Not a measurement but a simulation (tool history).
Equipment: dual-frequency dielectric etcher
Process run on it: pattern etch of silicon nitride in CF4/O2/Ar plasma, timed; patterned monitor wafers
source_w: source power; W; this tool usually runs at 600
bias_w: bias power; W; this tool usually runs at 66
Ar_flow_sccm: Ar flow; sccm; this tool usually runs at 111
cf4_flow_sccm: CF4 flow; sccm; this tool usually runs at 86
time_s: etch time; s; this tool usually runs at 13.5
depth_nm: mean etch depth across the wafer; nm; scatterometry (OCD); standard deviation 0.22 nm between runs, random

| run | day | source_w | bias_w | Ar_flow_sccm | cf4_flow_sccm | time_s | wafers since the last listed run | hours since the last wet clean | hours since the last source power generator calibration | hours since the last bias power generator calibration | hours since the last Ar flow controller change | hours since the last CF4 flow controller change | hours since the last upper electrode change | hours since the gauge calibration | read-back reference wafer on the same gauge, depth_nm | depth_nm |
|---|---|---|---|---|---|---|---|---|---|---|---|---|---|---|---|---|
| 1 | 0 | 600 | 66 | 111 | 86 | 13.5 | 0 | 420.3 | 176.2 | 1496.6 | 271.1 | 1991.9 | 2338.3 | 158.2 | 31.36 | 32.64 |
| 2 | 1.65 | 600 | 66 | 111 | 86 | 13.5 | 728 | 459.9 | 215.8 | 1536.2 | 310.7 | 2031.5 | 2377.9 | 197.8 | 31.28 | 32.72 |
| 3 | 3.704 | 600 | 66 | 102 | 102 | 13.5 | 907 | 509.2 | 265.1 | 1585.5 | 360 | 2080.8 | 2427.2 | 247.1 | 31.39 | 33.45 |
|  | 6.35 | wet clean of the chamber |
| 4 | 6.833 | 600 | 66 | 111 | 95 | 12 | 940 | 11.6 | 340.2 | 1660.6 | 435.1 | 2155.9 | 2502.3 | 322.2 | 31.32 | 29.35 |
| 5 | 10.142 | 600 | 66 | 111 | 86 | 13.5 | 1461 | 91 | 419.6 | 1740 | 514.5 | 2235.3 | 2581.7 | 401.6 | 31.27 | 32.65 |
| 6 | 12.408 | 600 | 66 | 111 | 86 | 10 | 1001 | 145.4 | 474 | 1794.4 | 568.9 | 2289.7 | 2636.1 | 456 | 31.2 | 24.11 |
|  | 13.246 | bias power generator calibrated |
|  | 13.425 | upper electrode replaced |
|  | 14.496 | CF4 flow controller replaced |
| 7 | 15.242 | 600 | 66 | 111 | 86 | 16.5 | 989 | 213.4 | 542 | 47.9 | 636.9 | 17.9 | 43.6 | 524 | 31.31 | 40.24 |
| 8 | 18.392 | 480 | 66 | 111 | 86 | 16 | 1391 | 289 | 617.6 | 123.5 | 712.5 | 93.5 | 119.2 | 599.6 | 31.27 | 31.29 |
| 9 | 20.296 | 600 | 66 | 111 | 86 | 17 | 841 | 334.7 | 663.3 | 169.2 | 758.2 | 139.2 | 164.9 | 645.3 | 31.3 | 41.21 |
|  | 23.388 | source power generator calibrated, repeated, since the last time left the tool worse |
| 10 | 25.183 | 600 | 66 | 111 | 86 | 13.5 | 2085 | 452 | 43.1 | 286.5 | 875.5 | 256.5 | 282.2 | 762.6 | 31.28 | 34.75 |
| 11 | 27.821 | 530 | 66 | 111 | 68 | 13.5 | 1165 | 515.3 | 106.4 | 349.8 | 938.8 | 319.8 | 345.5 | 825.9 | 31.27 | 29.99 |
| 12 | 29.725 | 600 | 66 | 111 | 106 | 13.5 | 841 | 561 | 152.1 | 395.5 | 984.5 | 365.5 | 391.2 | 871.6 | 31.24 | 35.17 |
| 13 | 33.929 | 600 | 54 | 111 | 86 | 13.5 | 1857 | 661.9 | 253 | 496.4 | 1085.4 | 466.4 | 492.1 | 972.5 | 31.33 | 32.52 |
|  | 36.054 | wet clean of the chamber |
| 14 | 36.075 | 660 | 66 | 111 | 92 | 13.5 | 506 | 0.5 | 304.5 | 547.9 | 1136.9 | 517.9 | 543.6 | 1024 | 31.22 | 38.08 |
| 15 | 38.892 | 600 | 66 | 111 | 86 | 13.5 | 1244 | 68.1 | 372.1 | 615.5 | 1204.5 | 585.5 | 611.2 | 1091.6 | 31.33 | 34.79 |
| 16 | 42.246 | 600 | 66 | 111 | 86 | 13.5 | 1481 | 148.6 | 452.6 | 696 | 1285 | 666 | 691.7 | 1172.1 | 31.29 | 34.95 |
| 17 | 43.804 | 680 | 58 | 111 | 86 | 13.5 | 688 | 186 | 490 | 733.4 | 1322.4 | 703.4 | 729.1 | 1209.5 | 31.22 | 37.85 |
| 18 | 47.496 | 600 | 51 | 111 | 86 | 15.5 | 1630 | 274.6 | 578.6 | 822 | 1411 | 792 | 817.7 | 1298.1 | 31.31 | 37.35 |
| 19 | 49 | 600 | 62 | 125 | 86 | 13.5 | 664 | 310.7 | 614.7 | 858.1 | 1447.1 | 828.1 | 853.8 | 1334.2 | 31.28 | 33.41 |
| 20 | 50.875 | 600 | 52 | 111 | 76 | 13.5 | 828 | 355.7 | 659.7 | 903.1 | 1492.1 | 873.1 | 898.8 | 1379.2 | 31.24 | 31.98 |
| 21 | 53.783 | 600 | 66 | 111 | 86 | 16 | 1284 | 425.5 | 729.5 | 972.9 | 1561.9 | 942.9 | 968.6 | 1449 | 31.33 | 41.52 |
| 22 | 57.225 | 560 | 66 | 111 | 68 | 13.5 | 1520 | 508.1 | 812.1 | 1055.5 | 1644.5 | 1025.5 | 1051.2 | 1531.6 | 31.33 | 31.79 |

Predict each of these 3 candidate next runs independently; none follows another, all start after run 22:
| A | 57.242 | 600 | 66 | 111 | 86 | 13.5 | 7 | 508.5 | 812.5 | 1055.9 | 1644.9 | 1025.9 | 1051.6 | 1532 | ? | ? |
| B | 57.242 | 600 | 66 | 139 | 67 | 13.5 | 7 | 508.5 | 812.5 | 1055.9 | 1644.9 | 1025.9 | 1051.6 | 1532 | ? | ? |
| C | 57.242 | 600 | 80 | 111 | 86 | 13.5 | 7 | 508.5 | 812.5 | 1055.9 | 1644.9 | 1025.9 | 1051.6 | 1532 | ? | ? |

| run | read-back reference wafer on the same gauge, depth_nm | depth_nm |
|---|---|---|
| A | 31.3 | 34.78 |
| B | 31.3 | 32.95 |
| C | 31.3 | 37.04 |
Stripped of hidden state, with their random variation kept, the same runs would have yielded:
| run | depth_nm |
|---|---|
| A | 34.23 |
| B | 32.43 |
| C | 36.46 |

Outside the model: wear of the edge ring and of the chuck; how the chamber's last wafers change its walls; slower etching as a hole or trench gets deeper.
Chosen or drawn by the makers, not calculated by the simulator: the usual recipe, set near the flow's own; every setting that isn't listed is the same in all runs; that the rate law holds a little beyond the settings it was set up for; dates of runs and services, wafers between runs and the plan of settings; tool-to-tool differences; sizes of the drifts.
